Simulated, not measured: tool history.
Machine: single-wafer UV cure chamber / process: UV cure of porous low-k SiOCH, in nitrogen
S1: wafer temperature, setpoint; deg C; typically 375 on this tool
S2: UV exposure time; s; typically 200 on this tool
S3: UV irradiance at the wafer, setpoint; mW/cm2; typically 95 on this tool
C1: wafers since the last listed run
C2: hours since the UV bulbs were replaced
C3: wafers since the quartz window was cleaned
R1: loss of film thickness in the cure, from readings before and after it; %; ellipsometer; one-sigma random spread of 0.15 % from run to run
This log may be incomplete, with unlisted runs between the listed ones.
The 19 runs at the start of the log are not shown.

run 20 hour=1086.9 | S1=375 S2=200 S3=95 | C1=242 C2=2691.3 C3=4019 | R1=11.877
-- hour=1097.3 quartz window cleaned
run 21 hour=1153.1 | S1=375 S2=200 S3=95 | C1=334 C2=2757.5 C3=320 | R1=11.963
run 22 hour=1219.6 | S1=375 S2=315 S3=95 | C1=381 C2=2824.0 C3=702 | R1=14.162
run 23 hour=1270.1 | S1=375 S2=110 S3=60 | C1=290 C2=2874.5 C3=992 | R1=6.901
run 24 hour=1319.0 | S1=393 S2=110 S3=59 | C1=280 C2=2923.4 C3=1273 | R1=7.338
run 25 hour=1373.8 | S1=375 S2=200 S3=95 | C1=314 C2=2978.2 C3=1588 | R1=11.968
run 26 hour=1431.5 | S1=375 S2=200 S3=95 | C1=331 C2=3035.9 C3=1919 | R1=11.851
run 27 hour=1455.6 | S1=375 S2=200 S3=95 | C1=138 C2=3060.0 C3=2058 | R1=11.809
-- hour=1477.5 UV bulbs replaced
run 28 hour=1518.7 | S1=381 S2=285 S3=59 | C1=316 C2=41.2 C3=2374 | R1=11.568
run 29 hour=1589.0 | S1=360 S2=110 S3=95 | C1=403 C2=111.5 C3=2778 | R1=9.008
run 30 hour=1613.8 | S1=365 S2=200 S3=95 | C1=142 C2=136.3 C3=2920 | R1=11.924
run 31 hour=1683.2 | S1=375 S2=200 S3=95 | C1=398 C2=205.7 C3=3319 | R1=11.765
run 32 hour=1723.0 | S1=388 S2=245 S3=111 | C1=228 C2=245.5 C3=3547 | R1=13.936
run 33 hour=1789.0 | S1=389 S2=115 S3=56 | C1=379 C2=311.5 C3=3926 | R1=7.201
-- hour=1846.1 quartz window cleaned
run 34 hour=1987.9 | S1=375 S2=200 S3=95 | C1=1096 C2=510.4 C3=814 | R1=12.014

Run 35 is up next; what results do you expect?
run 35 hour=2013.0 | S1=375 S2=200 S3=126 | C1=144 C2=535.5 C3=958 | R1=?

{"run 35": {"R1": 13.731}}
The same run, on a tool lacking any hidden state, would have yielded R1 13.731 %.

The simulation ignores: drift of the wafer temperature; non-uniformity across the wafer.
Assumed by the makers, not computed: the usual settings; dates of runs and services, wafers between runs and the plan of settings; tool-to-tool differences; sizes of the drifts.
